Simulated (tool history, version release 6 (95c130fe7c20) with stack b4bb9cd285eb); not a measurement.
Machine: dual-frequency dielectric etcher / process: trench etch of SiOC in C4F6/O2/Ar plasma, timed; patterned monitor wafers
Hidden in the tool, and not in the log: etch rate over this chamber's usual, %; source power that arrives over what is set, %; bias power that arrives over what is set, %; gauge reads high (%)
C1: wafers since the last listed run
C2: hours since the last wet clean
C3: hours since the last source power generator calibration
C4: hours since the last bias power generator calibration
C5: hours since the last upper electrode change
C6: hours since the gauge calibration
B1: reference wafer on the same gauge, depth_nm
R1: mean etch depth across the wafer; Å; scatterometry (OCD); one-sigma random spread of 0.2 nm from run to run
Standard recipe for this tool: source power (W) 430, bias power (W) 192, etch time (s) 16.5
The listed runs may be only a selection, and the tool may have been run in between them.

{"run": 1, "hour": 0.0, "source power (W)": 410, "bias power (W)": 192, "etch time (s)": 16.5, "C1": 0, "C2": 343.8, "C3": 1602.0, "C4": 2747.2, "C5": 3029.6, "C6": 1135.4, "B1": 36.45, "R1": 334.3}
{"run": 2, "hour": 69.5, "source power (W)": 430, "bias power (W)": 192, "etch time (s)": 20.0, "C1": 1486, "C2": 413.3, "C3": 1671.5, "C4": 2816.7, "C5": 3099.1, "C6": 1204.9, "B1": 36.45, "R1": 412.8}
{"run": 3, "hour": 146.9, "source power (W)": 430, "bias power (W)": 192, "etch time (s)": 16.5, "C1": 1655, "C2": 490.7, "C3": 1748.9, "C4": 2894.1, "C5": 3176.5, "C6": 1282.3, "B1": 36.47, "R1": 340.0}
{"run": 4, "hour": 223.6, "source power (W)": 430, "bias power (W)": 192, "etch time (s)": 16.5, "C1": 1640, "C2": 567.4, "C3": 1825.6, "C4": 2970.8, "C5": 3253.2, "C6": 1359.0, "B1": 36.45, "R1": 346.0}
{"hour": 248.3, "done": "wet clean of the chamber"}
{"run": 5, "hour": 319.3, "source power (W)": 430, "bias power (W)": 192, "etch time (s)": 16.5, "C1": 1533, "C2": 71.0, "C3": 1921.3, "C4": 3066.5, "C5": 3348.9, "C6": 1454.7, "B1": 36.47, "R1": 336.3}
{"run": 6, "hour": 366.2, "source power (W)": 460, "bias power (W)": 192, "etch time (s)": 18.0, "C1": 1003, "C2": 117.9, "C3": 1968.2, "C4": 3113.4, "C5": 3395.8, "C6": 1501.6, "B1": 36.39, "R1": 369.8}
{"run": 7, "hour": 445.5, "source power (W)": 460, "bias power (W)": 192, "etch time (s)": 18.0, "C1": 1696, "C2": 197.2, "C3": 2047.5, "C4": 3192.7, "C5": 3475.1, "C6": 1580.9, "B1": 36.37, "R1": 376.0}
{"run": 8, "hour": 508.7, "source power (W)": 460, "bias power (W)": 192, "etch time (s)": 18.0, "C1": 1351, "C2": 260.4, "C3": 2110.7, "C4": 3255.9, "C5": 3538.3, "C6": 1644.1, "B1": 36.32, "R1": 372.7}
{"hour": 564.1, "done": "gauge calibrated"}
{"run": 9, "hour": 581.1, "source power (W)": 430, "bias power (W)": 217, "etch time (s)": 16.5, "C1": 1548, "C2": 332.8, "C3": 2183.1, "C4": 3328.3, "C5": 3610.7, "C6": 17.0, "B1": 36.47, "R1": 350.9}
{"run": 10, "hour": 650.4, "source power (W)": 430, "bias power (W)": 217, "etch time (s)": 16.5, "C1": 1482, "C2": 402.1, "C3": 2252.4, "C4": 3397.6, "C5": 3680.0, "C6": 86.3, "B1": 36.38, "R1": 357.4}
{"run": 11, "hour": 707.3, "source power (W)": 480, "bias power (W)": 192, "etch time (s)": 16.5, "C1": 1216, "C2": 459.0, "C3": 2309.3, "C4": 3454.5, "C5": 3736.9, "C6": 143.2, "B1": 36.44, "R1": 351.7}
{"hour": 768.7, "done": "wet clean of the chamber"}
{"run": 12, "hour": 795.9, "source power (W)": 480, "bias power (W)": 192, "etch time (s)": 16.5, "C1": 1381, "C2": 27.2, "C3": 2397.9, "C4": 3543.1, "C5": 3825.5, "C6": 231.8, "B1": 36.42, "R1": 325.5}
{"hour": 814.3, "done": "bias power generator calibrated"}
{"run": 13, "hour": 901.2, "source power (W)": 490, "bias power (W)": 192, "etch time (s)": 16.5, "C1": 2166, "C2": 132.5, "C3": 2503.2, "C4": 86.9, "C5": 3930.8, "C6": 337.1, "B1": 36.45, "R1": 331.6}
{"hour": 911.6, "done": "source power generator calibrated"}
{"run": 14, "hour": 971.3, "source power (W)": 430, "bias power (W)": 192, "etch time (s)": 16.5, "C1": 1413, "C2": 202.6, "C3": 59.7, "C4": 157.0, "C5": 4000.9, "C6": 407.2, "B1": 36.4, "R1": 319.7}

Expected results for the next run?
{"hour": 1039.6, "done": "upper electrode replaced"}
{"run": 15, "hour": 1040.1, "source power (W)": 430, "bias power (W)": 192, "etch time (s)": 16.5, "C1": 958, "C2": 271.4, "C3": 128.5, "C4": 225.8, "C5": 0.5, "C6": 476.0, "B1": "?", "R1": "?"}

B1: 36.39
R1: 321.1 Å
Take away the tool's hidden state, keep the run-to-run variation as it was, and the same run would have given R1 333.9 Å.
